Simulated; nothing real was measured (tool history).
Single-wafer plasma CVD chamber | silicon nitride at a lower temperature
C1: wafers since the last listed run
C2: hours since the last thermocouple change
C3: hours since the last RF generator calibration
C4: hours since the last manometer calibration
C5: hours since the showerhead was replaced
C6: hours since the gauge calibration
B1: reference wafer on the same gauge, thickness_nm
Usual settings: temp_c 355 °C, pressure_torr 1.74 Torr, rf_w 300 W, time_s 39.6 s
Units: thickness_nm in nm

run 1 hour=0 | temp_c=355 pressure_torr=1.74 rf_w=270 time_s=39.6 | C1=0 C2=2140.2 C3=2031.8 C4=1612.6 C5=3947.8 C6=228.4 | B1=51.37 | thickness_nm=43.454
run 2 hour=36.3 | temp_c=355 pressure_torr=1.74 rf_w=270 time_s=39.6 | C1=700 C2=2176.5 C3=2068.1 C4=1648.9 C5=3984.1 C6=264.7 | B1=51.42 | thickness_nm=43.405
run 3 hour=62.3 | temp_c=355 pressure_torr=1.74 rf_w=270 time_s=39.6 | C1=501 C2=2202.5 C3=2094.1 C4=1674.9 C5=4010.1 C6=290.7 | B1=51.416 | thickness_nm=43.463
run 4 hour=116.7 | temp_c=355 pressure_torr=1.74 rf_w=300 time_s=39.6 | C1=1049 C2=2256.9 C3=2148.5 C4=1729.3 C5=4064.5 C6=345.1 | B1=51.394 | thickness_nm=45.909
-- hour=178.2 gauge calibrated
run 5 hour=182 | temp_c=355 pressure_torr=1.74 rf_w=340 time_s=39.6 | C1=1259 C2=2322.2 C3=2213.8 C4=1794.6 C5=4129.8 C6=3.8 | B1=51.402 | thickness_nm=48.638
run 6 hour=244 | temp_c=355 pressure_torr=1.74 rf_w=300 time_s=39.6 | C1=1196 C2=2384.2 C3=2275.8 C4=1856.6 C5=4191.8 C6=65.8 | B1=51.432 | thickness_nm=45.784
-- hour=272.4 capacitance manometer re-zeroed and calibrated
run 7 hour=287.7 | temp_c=355 pressure_torr=1.74 rf_w=300 time_s=39.6 | C1=688 C2=2427.9 C3=2319.5 C4=15.3 C5=4235.5 C6=109.5 | B1=51.429 | thickness_nm=44.957
run 8 hour=321.8 | temp_c=366 pressure_torr=1.35 rf_w=300 time_s=39.6 | C1=657 C2=2462 C3=2353.6 C4=49.4 C5=4269.6 C6=143.6 | B1=51.389 | thickness_nm=41.04
run 9 hour=371.9 | temp_c=355 pressure_torr=1.74 rf_w=300 time_s=39.6 | C1=966 C2=2512.1 C3=2403.7 C4=99.5 C5=4319.7 C6=193.7 | B1=51.419 | thickness_nm=44.958
-- hour=385.8 thermocouple changed; heater temperature recalibrated
-- hour=432.4 showerhead replaced
run 10 hour=438.3 | temp_c=355 pressure_torr=1.74 rf_w=340 time_s=39.6 | C1=972 C2=52.5 C3=2470.1 C4=165.9 C5=5.9 C6=260.1 | B1=51.369 | thickness_nm=47.849
run 11 hour=468.1 | temp_c=355 pressure_torr=1.74 rf_w=275 time_s=44.4 | C1=574 C2=82.3 C3=2499.9 C4=195.7 C5=35.7 C6=289.9 | B1=51.38 | thickness_nm=47.999
-- hour=513.7 gauge calibrated
-- hour=535.4 RF generator calibrated
run 12 hour=536.9 | temp_c=349 pressure_torr=1.87 rf_w=265 time_s=42 | C1=1172 C2=151.1 C3=1.5 C4=264.5 C5=104.5 C6=23.2 | B1=51.416 | thickness_nm=47.025
run 13 hour=567.1 | temp_c=355 pressure_torr=2.12 rf_w=250 time_s=35.3 | C1=582 C2=181.3 C3=31.7 C4=294.7 C5=134.7 C6=53.4 | B1=51.395 | thickness_nm=39.855
run 14 hour=607.4 | temp_c=362 pressure_torr=1.74 rf_w=300 time_s=39.6 | C1=777 C2=221.6 C3=72 C4=335 C5=175 C6=93.7 | B1=51.44 | thickness_nm=46.022
run 15 hour=674.8 | temp_c=362 pressure_torr=1.49 rf_w=300 time_s=39.6 | C1=1300 C2=289 C3=139.4 C4=402.4 C5=242.4 C6=161.1 | B1=51.369 | thickness_nm=43.673

5 ways to go on from here, each from the tool as it stands after run 15. What would each give?
run A hour=675.2 | temp_c=355 pressure_torr=1.32 rf_w=300 time_s=39.6 | C1=7 C2=289.4 C3=139.8 C4=402.8 C5=242.8 C6=161.5 | B1=? | thickness_nm=?
run B hour=675.2 | temp_c=355 pressure_torr=1.74 rf_w=265 time_s=39.6 | C1=7 C2=289.4 C3=139.8 C4=402.8 C5=242.8 C6=161.5 | B1=? | thickness_nm=?
run C hour=675.2 | temp_c=340 pressure_torr=1.44 rf_w=300 time_s=47.4 | C1=7 C2=289.4 C3=139.8 C4=402.8 C5=242.8 C6=161.5 | B1=? | thickness_nm=?
run D hour=675.2 | temp_c=367 pressure_torr=1.74 rf_w=335 time_s=39.6 | C1=7 C2=289.4 C3=139.8 C4=402.8 C5=242.8 C6=161.5 | B1=? | thickness_nm=?
run E hour=675.2 | temp_c=369 pressure_torr=1.74 rf_w=300 time_s=39.6 | C1=7 C2=289.4 C3=139.8 C4=402.8 C5=242.8 C6=161.5 | B1=? | thickness_nm=?

run=A B1=51.437 thickness_nm=42.145
run=B B1=51.437 thickness_nm=43.475
run=C B1=51.437 thickness_nm=52.256
run=D B1=51.437 thickness_nm=48.688
run=E B1=51.437 thickness_nm=46.034
Without the tool's hidden state the same runs would have given:
run=A thickness_nm=41.956
run=B thickness_nm=43.301
run=C thickness_nm=52.032
run=D thickness_nm=48.49
run=E thickness_nm=45.85
